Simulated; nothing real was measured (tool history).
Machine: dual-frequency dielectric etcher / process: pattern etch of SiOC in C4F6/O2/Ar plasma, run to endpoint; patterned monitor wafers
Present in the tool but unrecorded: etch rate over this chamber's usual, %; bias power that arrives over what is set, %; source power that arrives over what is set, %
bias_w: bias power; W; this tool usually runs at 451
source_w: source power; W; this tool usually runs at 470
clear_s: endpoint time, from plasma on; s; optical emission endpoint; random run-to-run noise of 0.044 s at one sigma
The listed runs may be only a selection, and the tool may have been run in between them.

run   hour  bias_w  source_w  wafers since the last listed run  hours since the last wet clean  hours since the last bias power generator calibration  hours since the last source power generator calibration  hours since the last upper electrode change  incoming incoming film thickness, nm  clear_s
  1    0.0     451       550                                 0                           241.3                                                 2519.1                                                   4252.5                                       5008.0                                 24.88      7.7
  2   27.7     451       550                               331                           269.0                                                 2546.8                                                   4280.2                                       5035.7                                 25.10      7.7
  3   52.7     451       550                               298                           294.0                                                 2571.8                                                   4305.2                                       5060.7                                 25.21      7.8
  4   65.0     451       470                               146                           306.3                                                 2584.1                                                   4317.5                                       5073.0                                 24.99      8.3
  5   95.7     451       470                               366                           337.0                                                 2614.8                                                   4348.2                                       5103.7                                 24.94      8.2
     133.8  -- wet clean of the chamber
  6  134.3     451       470                               174                             0.5                                                 2653.4                                                   4386.8                                       5142.3                                 25.05      7.5
  7  140.4     451       470                                72                             6.6                                                 2659.5                                                   4392.9                                       5148.4                                 25.03      7.5
  8  170.8     451       470                               363                            37.0                                                 2689.9                                                   4423.3                                       5178.8                                 24.95      7.5
     185.6  -- source power generator calibrated
     206.0  -- wet clean of the chamber, repeated, since the last time left the tool worse
  9  206.5     451       500                               136                             0.5                                                 2725.6                                                     20.9                                       5214.5                                 25.16      7.9
 10  224.1     420       360                               210                            18.1                                                 2743.2                                                     38.5                                       5232.1                                 24.88      9.2
 11  243.0     451       470                               225                            37.0                                                 2762.1                                                     57.4                                       5251.0                                 24.94      7.9
     269.9  -- upper electrode replaced
 12  276.5     485       470                               113                            70.5                                                 2795.6                                                     90.9                                          6.6                                 24.91      7.7
     288.8  -- bias power generator calibrated
 13  289.7     451       550                               109                            83.7                                                    0.9                                                    104.1                                         19.8                                 25.27      7.6
 14  325.4     339       470                               426                           119.4                                                   36.6                                                    139.8                                         55.5                                 25.09      9.1
 15  349.7     562       470                               290                           143.7                                                   60.9                                                    164.1                                         79.8                                 25.20      7.5
 16  370.3     551       360                               246                           164.3                                                   81.5                                                    184.7                                        100.4                                 24.82      8.1
 17  397.8     420       470                               328                           191.8                                                  109.0                                                    212.2                                        127.9                                 25.28      8.4
 18  412.3     490       430                               173                           206.3                                                  123.5                                                    226.7                                        142.4                                 25.37      8.2
 19  433.0     346       580                               247                           227.0                                                  144.2                                                    247.4                                        163.1                                 25.13      8.4

For some of the steps in clear_s from one run to the next: how much would appear even if the tool had no hidden state, given the settings, what came in and random variation, and how much remains for the hidden state plus any gauge scatter that the measured result and the result without hidden state don't share?
Run 5 -> 6: wet clean of the chamber. clear_s -0.7 s: hidden state -0.8, all else +0.1.
Run 14 -> 15: bias_w 339 -> 562. clear_s -1.6 s: hidden state +0.0, all else -1.6.

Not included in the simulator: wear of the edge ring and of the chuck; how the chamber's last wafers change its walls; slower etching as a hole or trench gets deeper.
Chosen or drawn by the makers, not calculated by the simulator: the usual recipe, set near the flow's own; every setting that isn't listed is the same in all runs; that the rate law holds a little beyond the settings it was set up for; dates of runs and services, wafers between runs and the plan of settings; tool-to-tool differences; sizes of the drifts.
